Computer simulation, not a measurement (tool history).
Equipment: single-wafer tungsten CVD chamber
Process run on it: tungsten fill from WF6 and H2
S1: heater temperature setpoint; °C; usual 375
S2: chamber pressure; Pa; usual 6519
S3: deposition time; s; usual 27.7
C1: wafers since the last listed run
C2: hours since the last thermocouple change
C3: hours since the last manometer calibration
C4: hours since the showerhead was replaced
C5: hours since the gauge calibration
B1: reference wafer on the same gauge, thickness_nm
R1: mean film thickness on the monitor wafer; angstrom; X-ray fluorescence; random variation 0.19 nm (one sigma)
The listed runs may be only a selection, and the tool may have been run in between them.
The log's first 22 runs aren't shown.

Run 23, hour 594.9: usual settings but S1 363 °C; C1 795; C2 266.0; C3 65.8; C4 72.7; C5 115.3; B1 53.563. Result: R1 497.94 angstrom.
Run 24, hour 624.3: usual settings but S2 5919 Pa, S3 24.5 s; C1 863; C2 295.4; C3 95.2; C4 102.1; C5 144.7; B1 53.618. Result: R1 533.04 angstrom.
Run 25, hour 650.9: usual settings but S2 5413 Pa; C1 780; C2 322.0; C3 121.8; C4 128.7; C5 171.3; B1 53.539. Result: R1 586.68 angstrom.
Run 26, hour 686.7: usual settings; C1 1051; C2 357.8; C3 157.6; C4 164.5; C5 207.1; B1 53.573. Result: R1 621.48 angstrom.
Run 27, hour 706.9: usual settings but S1 386 °C, S3 29.9 s; C1 593; C2 378.0; C3 177.8; C4 184.7; C5 227.3; B1 53.619. Result: R1 817.44 angstrom.
Run 28, hour 733.0: usual settings but S1 387 °C, S2 7959 Pa; C1 766; C2 404.1; C3 203.9; C4 210.8; C5 253.4; B1 53.616. Result: R1 826.16 angstrom.
Run 29, hour 750.7: usual settings; C1 519; C2 421.8; C3 221.6; C4 228.5; C5 271.1; B1 53.577. Result: R1 621.42 angstrom.
Run 30, hour 782.1: usual settings but S1 367 °C, S2 8013 Pa, S3 23.0 s; C1 921; C2 453.2; C3 253.0; C4 259.9; C5 302.5; B1 53.618. Result: R1 478.06 angstrom.
Run 31, hour 800.9: usual settings but S1 366 °C; C1 551; C2 472.0; C3 271.8; C4 278.7; C5 321.3; B1 53.583. Result: R1 526.63 angstrom.
Run 32, hour 818.0: usual settings but S1 368 °C, S3 24.4 s; C1 502; C2 489.1; C3 288.9; C4 295.8; C5 338.4; B1 53.570. Result: R1 482.66 angstrom.
Run 33, hour 840.7: usual settings but S2 5919 Pa, S3 24.5 s; C1 666; C2 511.8; C3 311.6; C4 318.5; C5 361.1; B1 53.646. Result: R1 534.56 angstrom.
Run 34, hour 856.2: usual settings but S1 385 °C, S3 24.5 s; C1 455; C2 527.3; C3 327.1; C4 334.0; C5 376.6; B1 53.628. Result: R1 659.96 angstrom.

Here are 4 independent what-if runs from the current tool condition. What would each one return?
Run A, hour 856.6: usual settings but S2 7919 Pa; C1 11; C2 527.7; C3 327.5; C4 334.4; C5 377.0; B1 ?. Result: R1 ?.
Run B, hour 856.6: usual settings but S2 7306 Pa, S3 30.7 s; C1 11; C2 527.7; C3 327.5; C4 334.4; C5 377.0; B1 ?. Result: R1 ?.
Run C, hour 856.6: usual settings but S3 26.3 s; C1 11; C2 527.7; C3 327.5; C4 334.4; C5 377.0; B1 ?. Result: R1 ?.
Run D, hour 856.6: usual settings but S1 379 °C, S2 4986 Pa, S3 22.2 s; C1 11; C2 527.7; C3 327.5; C4 334.4; C5 377.0; B1 ?. Result: R1 ?.

run      B1      R1
  A  53.618  669.21
  B  53.618  721.97
  C  53.618  594.86
  D  53.618  494.43
Without the tool's hidden state the same runs would have given:
run      R1
  A  659.93
  B  711.95
  C  586.60
  D  487.64
